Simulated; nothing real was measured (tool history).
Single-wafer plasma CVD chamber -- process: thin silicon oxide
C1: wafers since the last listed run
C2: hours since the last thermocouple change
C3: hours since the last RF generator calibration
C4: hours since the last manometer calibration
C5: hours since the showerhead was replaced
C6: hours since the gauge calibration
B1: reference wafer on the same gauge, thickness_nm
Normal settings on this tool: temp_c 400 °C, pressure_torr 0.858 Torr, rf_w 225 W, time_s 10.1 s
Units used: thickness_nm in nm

run 1 hour=0.0 | temp_c=408 pressure_torr=0.858 rf_w=225 time_s=10.1 | C1=0 C2=2348.4 C3=843.9 C4=1822.1 C5=5487.8 C6=276.6 | B1=19.504 | thickness_nm=18.900
run 2 hour=30.6 | temp_c=408 pressure_torr=0.858 rf_w=225 time_s=10.1 | C1=873 C2=2379.0 C3=874.5 C4=1852.7 C5=5518.4 C6=307.2 | B1=19.491 | thickness_nm=18.859
run 3 hour=60.3 | temp_c=400 pressure_torr=0.858 rf_w=225 time_s=11.3 | C1=847 C2=2408.7 C3=904.2 C4=1882.4 C5=5548.1 C6=336.9 | B1=19.498 | thickness_nm=21.205
run 4 hour=123.3 | temp_c=400 pressure_torr=0.858 rf_w=225 time_s=11.3 | C1=1798 C2=2471.7 C3=967.2 C4=1945.4 C5=5611.1 C6=399.9 | B1=19.511 | thickness_nm=21.287
run 5 hour=190.7 | temp_c=400 pressure_torr=0.984 rf_w=200 time_s=10.1 | C1=1924 C2=2539.1 C3=1034.6 C4=2012.8 C5=5678.5 C6=467.3 | B1=19.506 | thickness_nm=20.216
run 6 hour=248.8 | temp_c=400 pressure_torr=0.984 rf_w=200 time_s=10.1 | C1=1658 C2=2597.2 C3=1092.7 C4=2070.9 C5=5736.6 C6=525.4 | B1=19.503 | thickness_nm=20.198
run 7 hour=365.9 | temp_c=400 pressure_torr=0.858 rf_w=240 time_s=9.2 | C1=3343 C2=2714.3 C3=1209.8 C4=2188.0 C5=5853.7 C6=642.5 | B1=19.489 | thickness_nm=17.523
run 8 hour=398.3 | temp_c=400 pressure_torr=0.858 rf_w=240 time_s=9.2 | C1=924 C2=2746.7 C3=1242.2 C4=2220.4 C5=5886.1 C6=674.9 | B1=19.488 | thickness_nm=17.568
run 9 hour=442.3 | temp_c=400 pressure_torr=0.858 rf_w=240 time_s=9.2 | C1=1256 C2=2790.7 C3=1286.2 C4=2264.4 C5=5930.1 C6=718.9 | B1=19.483 | thickness_nm=17.546
run 10 hour=511.1 | temp_c=391 pressure_torr=0.912 rf_w=225 time_s=10.1 | C1=1964 C2=2859.5 C3=1355.0 C4=2333.2 C5=5998.9 C6=787.7 | B1=19.505 | thickness_nm=19.896
run 11 hour=555.9 | temp_c=391 pressure_torr=0.912 rf_w=225 time_s=10.1 | C1=1278 C2=2904.3 C3=1399.8 C4=2378.0 C5=6043.7 C6=832.5 | B1=19.515 | thickness_nm=19.914
run 12 hour=581.9 | temp_c=391 pressure_torr=0.912 rf_w=225 time_s=10.1 | C1=742 C2=2930.3 C3=1425.8 C4=2404.0 C5=6069.7 C6=858.5 | B1=19.501 | thickness_nm=19.934
run 13 hour=608.5 | temp_c=400 pressure_torr=0.858 rf_w=225 time_s=10.1 | C1=759 C2=2956.9 C3=1452.4 C4=2430.6 C5=6096.3 C6=885.1 | B1=19.493 | thickness_nm=18.858
-- hour=642.4 gauge calibrated
run 14 hour=655.2 | temp_c=400 pressure_torr=0.858 rf_w=225 time_s=10.1 | C1=1333 C2=3003.6 C3=1499.1 C4=2477.3 C5=6143.0 C6=12.8 | B1=19.507 | thickness_nm=18.734
run 15 hour=692.2 | temp_c=413 pressure_torr=0.858 rf_w=270 time_s=8.3 | C1=1056 C2=3040.6 C3=1536.1 C4=2514.3 C5=6180.0 C6=49.8 | B1=19.506 | thickness_nm=16.318
-- hour=720.4 thermocouple changed; heater temperature recalibrated
run 16 hour=724.3 | temp_c=400 pressure_torr=0.858 rf_w=225 time_s=10.1 | C1=688 C2=3.9 C3=1568.2 C4=2546.4 C5=6212.1 C6=81.9 | B1=19.507 | thickness_nm=18.768
-- hour=734.6 capacitance manometer re-zeroed and calibrated
run 17 hour=790.6 | temp_c=400 pressure_torr=0.858 rf_w=225 time_s=10.1 | C1=1664 C2=70.2 C3=1634.5 C4=56.0 C5=6278.4 C6=148.2 | B1=19.506 | thickness_nm=18.742
-- hour=816.7 showerhead replaced
run 18 hour=818.3 | temp_c=394 pressure_torr=0.858 rf_w=185 time_s=11.1 | C1=562 C2=97.9 C3=1662.2 C4=83.7 C5=1.6 C6=175.9 | B1=19.489 | thickness_nm=19.334
run 19 hour=880.3 | temp_c=400 pressure_torr=0.858 rf_w=265 time_s=10.1 | C1=1770 C2=159.9 C3=1724.2 C4=145.7 C5=63.6 C6=237.9 | B1=19.507 | thickness_nm=19.897
run 20 hour=938.7 | temp_c=400 pressure_torr=1.042 rf_w=225 time_s=8.3 | C1=1667 C2=218.3 C3=1782.6 C4=204.1 C5=122.0 C6=296.3 | B1=19.493 | thickness_nm=17.798
run 21 hour=985.9 | temp_c=394 pressure_torr=0.799 rf_w=225 time_s=10.1 | C1=1347 C2=265.5 C3=1829.8 C4=251.3 C5=169.2 C6=343.5 | B1=19.506 | thickness_nm=17.732
-- hour=1002.1 RF generator calibrated
run 22 hour=1040.0 | temp_c=400 pressure_torr=1.040 rf_w=265 time_s=10.1 | C1=1316 C2=319.6 C3=37.9 C4=305.4 C5=223.3 C6=397.6 | B1=19.512 | thickness_nm=23.787
run 23 hour=1069.9 | temp_c=395 pressure_torr=1.025 rf_w=245 time_s=8.6 | C1=853 C2=349.5 C3=67.8 C4=335.3 C5=253.2 C6=427.5 | B1=19.486 | thickness_nm=19.502
run 24 hour=1111.2 | temp_c=387 pressure_torr=0.706 rf_w=205 time_s=9.5 | C1=1179 C2=390.8 C3=109.1 C4=376.6 C5=294.5 C6=468.8 | B1=19.511 | thickness_nm=14.695
run 25 hour=1176.4 | temp_c=400 pressure_torr=0.858 rf_w=225 time_s=10.1 | C1=1861 C2=456.0 C3=174.3 C4=441.8 C5=359.7 C6=534.0 | B1=19.499 | thickness_nm=19.047
run 26 hour=1299.2 | temp_c=400 pressure_torr=0.858 rf_w=240 time_s=9.2 | C1=3505 C2=578.8 C3=297.1 C4=564.6 C5=482.5 C6=656.8 | B1=19.493 | thickness_nm=17.733
run 27 hour=1369.1 | temp_c=400 pressure_torr=0.858 rf_w=225 time_s=10.1 | C1=1995 C2=648.7 C3=367.0 C4=634.5 C5=552.4 C6=726.7 | B1=19.488 | thickness_nm=19.026
run 28 hour=1401.5 | temp_c=411 pressure_torr=0.858 rf_w=190 time_s=8.9 | C1=924 C2=681.1 C3=399.4 C4=666.9 C5=584.8 C6=759.1 | B1=19.503 | thickness_nm=15.634
run 29 hour=1455.4 | temp_c=404 pressure_torr=0.858 rf_w=260 time_s=10.1 | C1=1538 C2=735.0 C3=453.3 C4=720.8 C5=638.7 C6=813.0 | B1=19.495 | thickness_nm=20.187

Hidden state at the last listed run before each entry between runs and at the first one after, where it differs:
Logged between run 13 and run 14: gauge calibrated (hour 642.4)
  delivered RF power above the setpoint (%): -6.37 -> -6.56
  the result without the hidden state subtracted from the measured one, thickness_nm: -0.448 -> -0.460 nm
Logged between run 15 and run 16: thermocouple changed; heater temperature recalibrated (hour 720.4)
  delivered RF power above the setpoint (%): -6.72 -> -6.86
  the result without the hidden state subtracted from the measured one, thickness_nm: -0.394 -> -0.483 nm
Logged between run 16 and run 17: capacitance manometer re-zeroed and calibrated (hour 734.6)
  delivered RF power above the setpoint (%): -6.86 -> -7.14
  the result without the hidden state subtracted from the measured one, thickness_nm: -0.483 -> -0.502 nm
Logged between run 17 and run 18: showerhead replaced (hour 816.7)
  delivered RF power above the setpoint (%): -7.14 -> -7.25
  the result without the hidden state subtracted from the measured one, thickness_nm: -0.502 -> -0.569 nm
Logged between run 21 and run 22: RF generator calibrated (hour 1002.1)
  delivered RF power above the setpoint (%): -7.96 -> -0.787
  the result without the hidden state subtracted from the measured one, thickness_nm: -0.534 -> -0.064 nm

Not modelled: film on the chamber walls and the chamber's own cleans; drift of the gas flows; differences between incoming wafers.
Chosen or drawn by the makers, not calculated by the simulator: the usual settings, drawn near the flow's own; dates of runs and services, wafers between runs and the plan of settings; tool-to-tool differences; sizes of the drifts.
